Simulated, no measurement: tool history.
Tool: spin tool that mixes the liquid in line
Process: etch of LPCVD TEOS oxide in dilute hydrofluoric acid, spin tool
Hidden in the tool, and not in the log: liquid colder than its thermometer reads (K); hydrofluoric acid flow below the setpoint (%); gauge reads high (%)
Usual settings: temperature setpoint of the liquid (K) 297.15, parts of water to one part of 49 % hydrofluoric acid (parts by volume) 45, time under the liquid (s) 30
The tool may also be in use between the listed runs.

run	hour	temperature setpoint of the liquid (K)	parts of water to one part of 49 % hydrofluoric acid (parts by volume)	time under the liquid (s)	wafers since the last listed run	hours since the thermometer was replaced	hours since the hydrofluoric acid flow meter was replaced	hours since the gauge calibration	read-back film thickness of the LPCVD TEOS oxide reference wafer, read on the same gauge (nm)	thickness taken off the LPCVD TEOS oxide on a monitor wafer (Å)
1	0.0	298.15	45	30	0	36.7	402.5	1869.3	120.00	146.9
2	31.1	300.15	45	30	388	67.8	433.6	1900.4	120.01	158.5
3	84.4	300.15	45	30	665	121.1	486.9	1953.7	120.01	158.5
4	137.9	300.15	45	30	668	174.6	540.4	2007.2	120.00	159.3
5	203.2	293.65	45	30	815	239.9	605.7	2072.5	119.99	121.1
6	237.7	297.15	45	30	430	274.4	640.2	2107.0	119.99	139.3
7	277.5	297.15	45	30	497	314.2	680.0	2146.8	120.01	139.6
8	343.2	297.15	45	30	820	379.9	745.7	2212.5	120.00	140.0
# hour 361.0: gauge calibrated
9	373.0	297.15	45	30	372	409.7	775.5	12.0	120.00	140.2
10	475.8	297.15	30	30	1284	512.5	878.3	114.8	119.99	213.5
11	542.9	297.15	30	30	838	579.6	945.4	181.9	120.01	212.6
12	588.6	297.15	30	30	570	625.3	991.1	227.6	120.00	214.1
13	627.1	297.15	45	30	480	663.8	1029.6	266.1	119.99	138.8
14	656.6	298.65	65	15	368	693.3	1059.1	295.6	120.01	49.9
15	688.0	299.15	60	30	392	724.7	1090.5	327.0	120.00	111.7
# hour 734.2: hydrofluoric acid flow meter replaced
16	736.7	297.15	45	30	595	773.4	2.5	375.7	119.99	138.2
17	775.2	292.15	35	50	480	811.9	41.0	414.2	119.99	244.0
18	808.0	297.15	30	30	409	844.7	73.8	447.0	120.01	213.4
19	876.8	297.15	45	30	859	913.5	142.6	515.8	120.01	138.0
20	910.3	293.15	45	15	418	947.0	176.1	549.3	120.01	58.5
21	981.6	297.15	30	45	890	1018.3	247.4	620.6	120.03	316.9
22	1040.9	297.15	45	45	740	1077.6	306.7	679.9	120.00	208.8
23	1096.4	297.15	45	30	693	1133.1	362.2	735.4	120.01	138.0
# hour 1140.3: thermometer replaced
24	1157.7	297.15	45	15	753	17.4	423.5	796.7	119.98	70.3
25	1211.4	295.15	60	30	670	71.1	477.2	850.4	120.01	96.4
26	1275.4	302.15	45	15	799	135.1	541.2	914.4	119.98	85.6
27	1300.4	297.15	45	30	312	160.1	566.2	939.4	119.99	141.5
28	1333.3	302.15	55	40	410	193.0	599.1	972.3	119.96	184.3
29	1387.4	297.15	45	30	675	247.1	653.2	1026.4	120.01	140.8
30	1435.2	297.15	35	30	597	294.9	701.0	1074.2	120.02	182.3
31	1473.1	298.65	65	15	473	332.8	738.9	1112.1	119.99	50.5
32	1531.6	300.15	45	15	730	391.3	797.4	1170.6	120.02	79.3
33	1558.5	294.65	45	30	336	418.2	824.3	1197.5	120.01	126.0

Forecast each of these 4 alternatives for the next run:
A	1558.9	297.15	45	20	4	418.6	824.7	1197.9	?	?
B	1558.9	297.15	40	30	4	418.6	824.7	1197.9	?	?
C	1558.9	298.65	30	15	4	418.6	824.7	1197.9	?	?
D	1558.9	292.15	25	20	4	418.6	824.7	1197.9	?	?

run	read-back film thickness of the LPCVD TEOS oxide reference wafer, read on the same gauge (nm)	thickness taken off the LPCVD TEOS oxide on a monitor wafer (Å)
A	120.03	93.5
B	120.03	158.9
C	120.03	114.3
D	120.03	139.5
Without the tool's hidden state the same runs would have given:
run	thickness taken off the LPCVD TEOS oxide on a monitor wafer (Å)
A	94.7
B	160.9
C	115.7
D	141.4
